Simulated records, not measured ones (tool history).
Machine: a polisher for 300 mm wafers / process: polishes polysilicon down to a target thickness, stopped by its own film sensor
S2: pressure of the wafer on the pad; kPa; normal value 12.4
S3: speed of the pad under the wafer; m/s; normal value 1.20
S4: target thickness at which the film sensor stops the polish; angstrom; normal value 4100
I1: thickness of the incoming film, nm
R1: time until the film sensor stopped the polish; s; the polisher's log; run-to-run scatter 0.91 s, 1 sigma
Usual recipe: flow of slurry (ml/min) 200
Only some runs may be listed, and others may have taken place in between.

run 1 day=0.000 | flow_of_slurry_(ml/min)=200 S2=12.4 S3=1.20 S4=4100 | I1=739.6 | R1=44.6
run 2 day=1.908 | flow_of_slurry_(ml/min)=170 S2=12.4 S3=1.52 S4=4100 | I1=739.5 | R1=37.4
run 3 day=3.138 | flow_of_slurry_(ml/min)=170 S2=12.4 S3=1.52 S4=4100 | I1=725.0 | R1=37.1
-- day=10.100 worn pad replaced by a new one
run 4 day=11.046 | flow_of_slurry_(ml/min)=170 S2=12.4 S3=1.52 S4=4100 | I1=739.9 | R1=36.6
run 5 day=18.212 | flow_of_slurry_(ml/min)=200 S2=12.4 S3=1.20 S4=4100 | I1=750.1 | R1=46.2
run 6 day=19.958 | flow_of_slurry_(ml/min)=200 S2=12.4 S3=1.20 S4=4100 | I1=732.4 | R1=43.0
run 7 day=22.554 | flow_of_slurry_(ml/min)=200 S2=12.4 S3=1.20 S4=4100 | I1=750.2 | R1=45.8
run 8 day=24.012 | flow_of_slurry_(ml/min)=200 S2=12.4 S3=1.20 S4=4100 | I1=738.5 | R1=42.1
-- day=25.204 slurry nozzle cleaned
run 9 day=25.354 | flow_of_slurry_(ml/min)=200 S2=12.4 S3=1.20 S4=4100 | I1=740.1 | R1=44.3
run 10 day=32.967 | flow_of_slurry_(ml/min)=255 S2=12.4 S3=1.20 S4=5010 | I1=741.0 | R1=31.3
-- day=33.283 worn pad replaced by a new one
run 11 day=34.904 | flow_of_slurry_(ml/min)=200 S2=12.4 S3=1.20 S4=4100 | I1=750.0 | R1=44.9
run 12 day=37.254 | flow_of_slurry_(ml/min)=200 S2=12.4 S3=1.20 S4=4100 | I1=727.8 | R1=41.9
run 13 day=39.250 | flow_of_slurry_(ml/min)=200 S2=12.4 S3=1.20 S4=4100 | I1=745.6 | R1=43.7
run 14 day=42.488 | flow_of_slurry_(ml/min)=200 S2=12.4 S3=1.20 S4=4100 | I1=741.6 | R1=43.2
-- day=43.146 head pressure recalibrated
run 15 day=44.204 | flow_of_slurry_(ml/min)=260 S2=13.8 S3=0.80 S4=5200 | I1=730.3 | R1=32.2
run 16 day=46.821 | flow_of_slurry_(ml/min)=200 S2=12.4 S3=1.20 S4=4100 | I1=737.2 | R1=41.4
run 17 day=49.450 | flow_of_slurry_(ml/min)=200 S2=12.4 S3=1.20 S4=4100 | I1=730.0 | R1=40.4
-- day=50.108 slurry nozzle cleaned
run 18 day=51.575 | flow_of_slurry_(ml/min)=230 S2=12.4 S3=1.56 S4=4100 | I1=741.9 | R1=31.9
run 19 day=52.838 | flow_of_slurry_(ml/min)=170 S2=15.2 S3=1.40 S4=4100 | I1=750.1 | R1=30.8
run 20 day=54.546 | flow_of_slurry_(ml/min)=200 S2=12.4 S3=0.96 S4=3290 | I1=726.4 | R1=57.0
run 21 day=56.646 | flow_of_slurry_(ml/min)=200 S2=15.2 S3=1.20 S4=5110 | I1=735.2 | R1=22.1
-- day=58.692 worn pad replaced by a new one
run 22 day=62.817 | flow_of_slurry_(ml/min)=180 S2=15.9 S3=1.20 S4=5240 | I1=732.6 | R1=19.7
run 23 day=63.858 | flow_of_slurry_(ml/min)=200 S2=12.4 S3=1.54 S4=4100 | I1=735.7 | R1=32.1
run 24 day=66.067 | flow_of_slurry_(ml/min)=140 S2=16.5 S3=0.88 S4=4100 | I1=748.5 | R1=40.3
-- day=68.154 head pressure recalibrated, repeated, since the last time left the tool worse
run 25 day=68.775 | flow_of_slurry_(ml/min)=200 S2=12.4 S3=1.20 S4=4100 | I1=738.9 | R1=45.4
-- day=73.017 slurry nozzle cleaned
run 26 day=76.446 | flow_of_slurry_(ml/min)=200 S2=12.4 S3=1.20 S4=4100 | I1=745.9 | R1=46.4
run 27 day=77.983 | flow_of_slurry_(ml/min)=240 S2=15.2 S3=1.32 S4=5250 | I1=730.2 | R1=21.3
run 28 day=79.117 | flow_of_slurry_(ml/min)=230 S2=12.4 S3=1.20 S4=4100 | I1=732.1 | R1=43.3
run 29 day=81.196 | flow_of_slurry_(ml/min)=270 S2=12.4 S3=1.20 S4=4100 | I1=739.9 | R1=44.2
-- day=82.942 worn pad replaced by a new one
run 30 day=84.075 | flow_of_slurry_(ml/min)=230 S2=15.2 S3=1.20 S4=4100 | I1=751.6 | R1=38.6
run 31 day=89.946 | flow_of_slurry_(ml/min)=160 S2=12.4 S3=1.20 S4=4100 | I1=742.5 | R1=46.2
run 32 day=91.983 | flow_of_slurry_(ml/min)=260 S2=12.4 S3=0.86 S4=3550 | I1=745.4 | R1=69.6
run 33 day=94.179 | flow_of_slurry_(ml/min)=200 S2=12.4 S3=1.04 S4=4100 | I1=739.2 | R1=52.4
run 34 day=96.162 | flow_of_slurry_(ml/min)=200 S2=12.4 S3=1.20 S4=4930 | I1=740.3 | R1=34.2
-- day=97.700 slurry nozzle cleaned
run 35 day=98.675 | flow_of_slurry_(ml/min)=200 S2=12.4 S3=1.20 S4=4100 | I1=734.6 | R1=43.7
run 36 day=101.483 | flow_of_slurry_(ml/min)=175 S2=13.8 S3=1.58 S4=3280 | I1=755.5 | R1=43.1
run 37 day=103.404 | flow_of_slurry_(ml/min)=140 S2=8.3 S3=1.20 S4=4100 | I1=734.1 | R1=66.9
run 38 day=104.846 | flow_of_slurry_(ml/min)=200 S2=12.4 S3=1.20 S4=4100 | I1=743.8 | R1=43.9

Below are 3 alternative next runs, each starting from the tool's condition after run 38. Predict each:
run A day=104.862 | flow_of_slurry_(ml/min)=220 S2=12.4 S3=1.20 S4=4100 | I1=730.7 | R1=?
run B day=104.862 | flow_of_slurry_(ml/min)=200 S2=11.0 S3=0.80 S4=3200 | I1=730.7 | R1=?
run C day=104.862 | flow_of_slurry_(ml/min)=200 S2=12.4 S3=1.32 S4=4100 | I1=730.7 | R1=?

run=A R1=41.8
run=B R1=83.1
run=C R1=39.0
With no hidden state in the tool, these same runs would have given:
run=A R1=43.4
run=B R1=86.3
run=C R1=40.5
